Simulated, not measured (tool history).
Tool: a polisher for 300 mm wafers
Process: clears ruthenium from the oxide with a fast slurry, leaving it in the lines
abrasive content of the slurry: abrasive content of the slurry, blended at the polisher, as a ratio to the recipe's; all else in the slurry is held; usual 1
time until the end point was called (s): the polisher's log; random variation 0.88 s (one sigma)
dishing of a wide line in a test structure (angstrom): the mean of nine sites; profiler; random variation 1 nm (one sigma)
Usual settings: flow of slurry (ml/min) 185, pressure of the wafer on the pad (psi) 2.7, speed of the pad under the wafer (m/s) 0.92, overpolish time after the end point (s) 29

run,hour,flow of slurry (ml/min),pressure of the wafer on the pad (psi),speed of the pad under the wafer (m/s),abrasive content of the slurry,overpolish time after the end point (s),"incoming thickness of the incoming film, nm",time until the end point was called (s),dishing of a wide line in a test structure (angstrom)
1,0,185,2.7,0.92,1,29,293.1,68.6,901
# hour 0.6: worn pad replaced by a new one
2,12.9,185,2.7,0.92,1,29,289.5,64.5,932
3,20.5,230,3,0.92,1,29,291.2,56.7,1033
# hour 34.7: slurry blender recalibrated
4,35.2,185,2.7,0.92,1,29,292.6,65.5,946
5,45.1,185,2.7,0.92,1,29,285.6,63.9,919
6,76.2,185,2.7,0.92,1,29,288.7,66.3,917
7,85.4,185,2.7,0.92,1,29,284,64.9,915
8,103,185,2.7,0.92,1,29,289.6,66.6,898
9,109.8,185,2.7,0.92,1,29,291.2,65.9,937
# hour 123.4: worn pad replaced by a new one
10,124.4,185,2.7,0.92,1,29,287.1,63.4,945
11,131.8,185,2.7,0.92,1,29,285.9,63.1,923
# hour 135.7: slurry nozzle cleaned
# hour 137: head pressure recalibrated
12,146.7,185,2.7,0.92,1,29,289.3,71,865
13,159.6,185,2.7,0.92,1,29,288.6,71.6,869
14,167.5,160,2.7,0.92,1,29,293.7,74.2,860
15,184,185,2.7,0.92,1,29,290.9,70.8,875
16,198.2,185,2.7,0.92,1,29,290.8,70,889
17,211.9,185,2.7,0.92,1,29,288.6,72.1,872
18,228.5,185,2.4,0.72,0.7,29,294.1,119.6,574
19,245.4,205,2.7,0.92,1.3,29,287.8,61.2,979
# hour 250.6: worn pad replaced by a new one
20,254.6,240,2.7,1.1,1,42,290.6,55.8,1334
# hour 267.6: slurry blender recalibrated
21,272,185,2.7,0.92,0.75,29,291.7,79,809
22,279.9,235,2,1.12,0.7,29,294.5,90.7,715
23,297.6,185,3.2,0.92,0.85,39,295.3,63,1181
24,310.1,185,2.7,0.68,1,29,293.1,86.8,751
25,327.7,185,3,0.92,1.1,43,288.8,58.4,1277
26,337.5,140,2.7,0.76,1.25,29,285.2,74,838
27,349.4,185,2.7,0.92,1,29,289.2,69,889
28,359.1,205,2.7,1.08,1,29,289.9,58.5,1002

Forecast each of these 3 alternatives for the next run:
A,359.6,210,2.7,0.92,1,29,295.3,?,?
B,359.6,185,3.4,0.92,1.2,29,295.3,?,?
C,359.6,185,2.7,0.92,1,35,295.3,?,?

run,time until the end point was called (s),dishing of a wide line in a test structure (angstrom)
A,68.1,937
B,50.6,1154
C,69.4,1058
Without the tool's hidden state the same runs would have given:
run,time until the end point was called (s),dishing of a wide line in a test structure (angstrom)
A,70.9,910
B,52.6,1124
C,72.2,1029

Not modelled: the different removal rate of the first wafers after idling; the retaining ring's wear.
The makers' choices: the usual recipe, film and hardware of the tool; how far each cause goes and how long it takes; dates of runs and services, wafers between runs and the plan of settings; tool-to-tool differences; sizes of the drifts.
